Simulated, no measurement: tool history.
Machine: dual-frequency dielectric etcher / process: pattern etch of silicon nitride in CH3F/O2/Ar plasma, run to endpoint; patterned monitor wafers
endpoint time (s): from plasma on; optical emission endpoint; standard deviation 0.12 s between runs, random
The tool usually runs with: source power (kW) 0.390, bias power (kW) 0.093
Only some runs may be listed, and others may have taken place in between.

run   hour  source power (kW)  bias power (kW)  incoming incoming film thickness, nm  endpoint time (s)
  1    0.0              0.390            0.093                                 20.90               31.4
  2   36.2              0.470            0.086                                 20.92               29.5
     173.3  -- wet clean of the chamber
  3  213.0              0.470            0.086                                 20.79               28.8
  4  342.9              0.470            0.086                                 20.83               28.9
  5  401.0              0.390            0.093                                 20.74               30.9
  6  497.5              0.390            0.093                                 20.74               31.4
     528.6  -- upper electrode replaced
  7  560.2              0.410            0.093                                 21.02               31.4
     584.5  -- wet clean of the chamber
  8  598.7              0.410            0.093                                 20.85               30.3
  9  662.2              0.390            0.093                                 20.72               30.9

Forecast run 10:
 10  738.9              0.290            0.104                                 21.12                  ?

{"run 10": {"endpoint time (s)": 35.8}}
With no hidden state in the tool, this same run would have given endpoint time (s) 34.8.
